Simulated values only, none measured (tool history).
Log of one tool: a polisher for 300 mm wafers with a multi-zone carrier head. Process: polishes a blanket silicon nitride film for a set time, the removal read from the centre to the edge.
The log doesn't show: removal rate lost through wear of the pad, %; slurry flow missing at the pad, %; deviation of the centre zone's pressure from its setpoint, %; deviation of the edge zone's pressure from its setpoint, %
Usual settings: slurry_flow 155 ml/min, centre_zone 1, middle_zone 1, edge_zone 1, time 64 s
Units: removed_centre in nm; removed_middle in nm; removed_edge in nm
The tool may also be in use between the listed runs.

| run | day | slurry_flow | centre_zone | middle_zone | edge_zone | time | wafers since the last listed run | wafers polished on this pad | hours since the slurry nozzle was cleaned | hours since the centre zone pressure was calibrated | hours since the edge zone pressure was calibrated | hours since the carrier head's membrane was replaced | incoming thickness of the incoming film, nm | removed_centre | removed_middle | removed_edge |
|---|---|---|---|---|---|---|---|---|---|---|---|---|---|---|---|---|
| 1 | 0 | 155 | 1.06 | 1 | 1 | 64 | 0 | 794 | 151.3 | 459.2 | 272 | 1145.9 | 512.8 | 116.3 | 110.8 | 110.8 |
| 2 | 1.125 | 155 | 1.06 | 1 | 1 | 64 | 373 | 1168 | 178.3 | 486.2 | 299 | 1172.9 | 517.1 | 114.2 | 111.2 | 112.8 |
| 3 | 3.629 | 155 | 1.06 | 1 | 1 | 64 | 832 | 2000 | 238.4 | 546.3 | 359.1 | 1233 | 525.9 | 114.5 | 110.4 | 111.4 |
| 4 | 5.4 | 155 | 0.91 | 1 | 1 | 64 | 588 | 2588 | 280.9 | 588.8 | 401.6 | 1275.5 | 512.9 | 99.7 | 111.7 | 109.8 |
|  | 6.096 | edge zone pressure recalibrated |
| 5 | 6.504 | 155 | 0.91 | 1 | 1 | 64 | 339 | 2927 | 307.4 | 615.3 | 9.8 | 1302 | 523.7 | 98.7 | 110.9 | 111.2 |
|  | 6.904 | worn pad replaced by a new one |
| 6 | 9.35 | 155 | 1 | 1 | 1 | 59 | 890 | 812 | 375.7 | 683.6 | 78.1 | 1370.3 | 516.7 | 101.5 | 102.1 | 103.9 |
| 7 | 10.958 | 155 | 1 | 1 | 1 | 59 | 534 | 1347 | 414.3 | 722.2 | 116.7 | 1408.9 | 516.7 | 99.3 | 102.8 | 102.4 |
|  | 13.512 | slurry nozzle cleaned |
|  | 14.329 | worn pad replaced by a new one |
| 8 | 15.512 | 155 | 1 | 1 | 1 | 64 | 1444 | 393 | 48 | 831.5 | 226 | 1518.2 | 520.6 | 110.5 | 110.7 | 110.9 |
|  | 18.329 | centre zone pressure recalibrated |
| 9 | 22.379 | 155 | 1 | 1 | 1 | 64 | 2254 | 2647 | 212.8 | 97.2 | 390.8 | 1683 | 525.1 | 109.7 | 111.3 | 110.4 |
|  | 22.933 | worn pad replaced by a new one |
| 10 | 24.496 | 155 | 1 | 1 | 1 | 64 | 647 | 519 | 263.6 | 148 | 441.6 | 1733.8 | 511.5 | 108.9 | 111.3 | 110.8 |
|  | 26.583 | carrier head's membrane replaced by a new one |
| 11 | 26.788 | 155 | 1 | 1 | 1 | 64 | 692 | 1211 | 318.6 | 203 | 496.6 | 4.9 | 520.1 | 110.5 | 110.3 | 111.7 |
|  | 27.229 | edge zone pressure recalibrated |
| 12 | 28.079 | 180 | 0.93 | 1 | 1 | 64 | 401 | 1612 | 349.6 | 234 | 20.4 | 35.9 | 522 | 108.1 | 112.5 | 113.9 |

Forecast run 13:
| 13 | 29.112 | 105 | 1 | 1 | 1 | 64 | 343 | 1956 | 374.4 | 258.8 | 45.2 | 60.7 | 526.3 | ? | ? | ? |

Run 13 gave removed_centre 99.6 nm, removed_middle 101.4 nm, removed_edge 105.9 nm.
Without the tool's hidden state the same run would have given removed_centre 99.6 nm, removed_middle 101.4 nm, removed_edge 105.9 nm.
